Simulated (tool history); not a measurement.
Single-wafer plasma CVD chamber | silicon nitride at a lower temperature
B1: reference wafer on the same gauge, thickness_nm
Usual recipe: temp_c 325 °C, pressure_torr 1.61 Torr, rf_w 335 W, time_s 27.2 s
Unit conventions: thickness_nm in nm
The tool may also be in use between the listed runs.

{"run": 1, "hour": 0.0, "temp_c": 325, "pressure_torr": 1.61, "rf_w": 335, "time_s": 27.2, "B1": 35.619, "thickness_nm": 33.754}
{"run": 2, "hour": 25.2, "temp_c": 325, "pressure_torr": 1.61, "rf_w": 335, "time_s": 27.2, "B1": 35.609, "thickness_nm": 33.791}
{"run": 3, "hour": 42.6, "temp_c": 325, "pressure_torr": 1.61, "rf_w": 335, "time_s": 27.2, "B1": 35.606, "thickness_nm": 33.891}
{"run": 4, "hour": 56.1, "temp_c": 330, "pressure_torr": 1.61, "rf_w": 335, "time_s": 27.2, "B1": 35.616, "thickness_nm": 33.761}
{"run": 5, "hour": 78.3, "temp_c": 325, "pressure_torr": 1.61, "rf_w": 335, "time_s": 27.2, "B1": 35.6, "thickness_nm": 33.73}
{"run": 6, "hour": 110.7, "temp_c": 334, "pressure_torr": 1.61, "rf_w": 335, "time_s": 23.1, "B1": 35.617, "thickness_nm": 28.56}
{"run": 7, "hour": 144.6, "temp_c": 334, "pressure_torr": 1.61, "rf_w": 335, "time_s": 23.1, "B1": 35.577, "thickness_nm": 28.453}
{"run": 8, "hour": 170.3, "temp_c": 325, "pressure_torr": 1.61, "rf_w": 335, "time_s": 25.1, "B1": 35.625, "thickness_nm": 31.059}
{"run": 9, "hour": 189.0, "temp_c": 325, "pressure_torr": 1.61, "rf_w": 335, "time_s": 25.1, "B1": 35.587, "thickness_nm": 31.051}
{"run": 10, "hour": 206.3, "temp_c": 325, "pressure_torr": 1.61, "rf_w": 335, "time_s": 25.1, "B1": 35.592, "thickness_nm": 31.085}
{"run": 11, "hour": 223.1, "temp_c": 325, "pressure_torr": 1.78, "rf_w": 335, "time_s": 27.2, "B1": 35.604, "thickness_nm": 34.166}
{"run": 12, "hour": 253.1, "temp_c": 337, "pressure_torr": 1.61, "rf_w": 275, "time_s": 27.2, "B1": 35.579, "thickness_nm": 29.361}
{"hour": 277.8, "done": "RF generator calibrated"}
{"run": 13, "hour": 284.7, "temp_c": 325, "pressure_torr": 1.61, "rf_w": 335, "time_s": 25.1, "B1": 35.6, "thickness_nm": 32.015}
{"run": 14, "hour": 309.4, "temp_c": 325, "pressure_torr": 1.61, "rf_w": 335, "time_s": 27.2, "B1": 35.593, "thickness_nm": 34.649}
{"run": 15, "hour": 337.4, "temp_c": 333, "pressure_torr": 1.61, "rf_w": 335, "time_s": 27.2, "B1": 35.585, "thickness_nm": 34.593}
{"hour": 365.2, "done": "showerhead replaced"}
{"run": 16, "hour": 365.7, "temp_c": 325, "pressure_torr": 1.61, "rf_w": 335, "time_s": 29.7, "B1": 35.587, "thickness_nm": 37.859}
{"hour": 385.3, "done": "capacitance manometer re-zeroed and calibrated"}
{"run": 17, "hour": 385.8, "temp_c": 315, "pressure_torr": 1.92, "rf_w": 400, "time_s": 23.1, "B1": 35.601, "thickness_nm": 34.727}
{"hour": 400.7, "done": "thermocouple changed; heater temperature recalibrated"}
{"run": 18, "hour": 401.2, "temp_c": 325, "pressure_torr": 1.42, "rf_w": 335, "time_s": 23.4, "B1": 35.576, "thickness_nm": 29.748}
{"run": 19, "hour": 421.3, "temp_c": 325, "pressure_torr": 1.61, "rf_w": 360, "time_s": 21.8, "B1": 35.614, "thickness_nm": 29.584}
{"hour": 437.4, "done": "gauge calibrated"}
{"run": 20, "hour": 451.2, "temp_c": 325, "pressure_torr": 1.94, "rf_w": 335, "time_s": 23.0, "B1": 35.605, "thickness_nm": 30.924}
{"run": 21, "hour": 465.3, "temp_c": 325, "pressure_torr": 1.61, "rf_w": 335, "time_s": 30.1, "B1": 35.598, "thickness_nm": 39.052}
{"run": 22, "hour": 491.4, "temp_c": 325, "pressure_torr": 1.21, "rf_w": 335, "time_s": 28.9, "B1": 35.587, "thickness_nm": 35.584}
{"run": 23, "hour": 505.8, "temp_c": 325, "pressure_torr": 1.61, "rf_w": 335, "time_s": 32.3, "B1": 35.586, "thickness_nm": 41.898}
{"run": 24, "hour": 537.1, "temp_c": 325, "pressure_torr": 1.61, "rf_w": 305, "time_s": 31.4, "B1": 35.593, "thickness_nm": 38.43}
{"run": 25, "hour": 569.0, "temp_c": 325, "pressure_torr": 1.61, "rf_w": 335, "time_s": 30.0, "B1": 35.622, "thickness_nm": 38.801}
{"run": 26, "hour": 604.0, "temp_c": 325, "pressure_torr": 1.25, "rf_w": 335, "time_s": 27.2, "B1": 35.583, "thickness_nm": 33.531}
{"run": 27, "hour": 633.5, "temp_c": 325, "pressure_torr": 1.61, "rf_w": 335, "time_s": 27.2, "B1": 35.607, "thickness_nm": 35.142}

A few steps of thickness_nm between consecutive runs. Split each: what settings, incoming material and random variation would produce without the hidden state, and what is left over for the hidden state, along with gauge scatter present in only one of the two compared results (measured, and without hidden state):
Hidden state present: wafer temperature above the value expected at the setpoint (K); delivered RF power above the setpoint (%); true pressure above the setpoint (%); gauge reads high (%).
Run 12 -> 13: temp_c 337 -> 325, rf_w 275 -> 335, time_s 27.2 -> 25.1, RF generator calibrated. thickness_nm +2.654 nm: hidden state +1.020, all else +1.634.
Run 16 -> 17: temp_c 325 -> 315, pressure_torr 1.61 -> 1.92, rf_w 335 -> 400, time_s 29.7 -> 23.1, capacitance manometer re-zeroed and calibrated. thickness_nm -3.132 nm: hidden state +0.776, all else -3.908.
Run 20 -> 21: pressure_torr 1.94 -> 1.61, time_s 23.0 -> 30.1. thickness_nm +8.128 nm: hidden state -0.005, all else +8.133.
Run 22 -> 23: pressure_torr 1.21 -> 1.61, time_s 28.9 -> 32.3. thickness_nm +6.314 nm: hidden state -0.017, all else +6.331.

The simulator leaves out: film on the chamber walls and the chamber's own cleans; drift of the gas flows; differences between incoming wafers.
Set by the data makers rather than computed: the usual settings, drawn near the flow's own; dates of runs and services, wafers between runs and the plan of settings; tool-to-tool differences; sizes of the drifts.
